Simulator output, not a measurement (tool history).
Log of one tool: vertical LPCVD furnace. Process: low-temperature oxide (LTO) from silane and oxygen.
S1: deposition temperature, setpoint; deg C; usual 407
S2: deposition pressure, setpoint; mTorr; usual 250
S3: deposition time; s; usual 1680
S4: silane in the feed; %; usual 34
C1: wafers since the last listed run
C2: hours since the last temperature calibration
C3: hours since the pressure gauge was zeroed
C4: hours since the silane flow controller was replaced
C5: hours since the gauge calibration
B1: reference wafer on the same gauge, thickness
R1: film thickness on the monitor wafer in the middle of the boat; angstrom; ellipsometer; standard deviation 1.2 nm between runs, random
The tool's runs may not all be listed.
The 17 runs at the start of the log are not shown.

run,hour,S1,S2,S3,S4,C1,C2,C3,C4,C5,B1,R1
18,1329.5,407,250,1680,34,799,1116.5,149.2,165.1,1949.0,242.87,2320.2
19,1378.9,407,270,1680,34,934,1165.9,198.6,214.5,1998.4,243.12,2491.0
# hour 1381.7: gauge calibrated
20,1432.1,407,285,1200,30,1006,1219.1,251.8,267.7,50.4,243.33,1588.8
21,1491.1,407,250,1290,34,1115,1278.1,310.8,326.7,109.4,242.98,1793.7
22,1570.5,407,200,1680,34,1501,1357.5,390.2,406.1,188.8,243.34,1850.0
23,1643.8,407,250,1680,34,1386,1430.8,463.5,479.4,262.1,243.11,2329.0
24,1683.4,407,250,2010,34,748,1470.4,503.1,519.0,301.7,242.85,2792.3
25,1720.7,407,250,1680,40,705,1507.7,540.4,556.3,339.0,242.72,2856.9
26,1818.3,407,290,2070,30,1845,1605.3,638.0,653.9,436.6,242.76,2799.0
27,1868.5,407,225,1680,34,949,1655.5,688.2,704.1,486.8,242.94,2087.9
28,1942.5,407,250,1410,36,1399,1729.5,762.2,778.1,560.8,243.47,2114.9
29,1991.8,407,215,1680,29,932,1778.8,811.5,827.4,610.1,243.35,1612.8
30,2065.8,407,190,1680,37,1399,1852.8,885.5,901.4,684.1,243.01,1985.1

What if the next run were any one of these 5? Each begins from the tool's condition after run 30:
A,2069.7,407,250,1500,34,73,1856.7,889.4,905.3,688.0,?,?
B,2069.7,415,250,1680,34,73,1856.7,889.4,905.3,688.0,?,?
C,2069.7,404,275,2070,31,73,1856.7,889.4,905.3,688.0,?,?
D,2069.7,400,230,1290,39,73,1856.7,889.4,905.3,688.0,?,?
E,2069.7,399,275,1170,34,73,1856.7,889.4,905.3,688.0,?,?

run,B1,R1
A,242.86,2083.7
B,242.86,2548.1
C,242.86,2691.5
D,242.86,1817.3
E,242.86,1632.9
What these runs would have given with no unlogged condition in the tool:
run,R1
A,2036.7
B,2492.3
C,2628.5
D,1777.2
E,1595.0

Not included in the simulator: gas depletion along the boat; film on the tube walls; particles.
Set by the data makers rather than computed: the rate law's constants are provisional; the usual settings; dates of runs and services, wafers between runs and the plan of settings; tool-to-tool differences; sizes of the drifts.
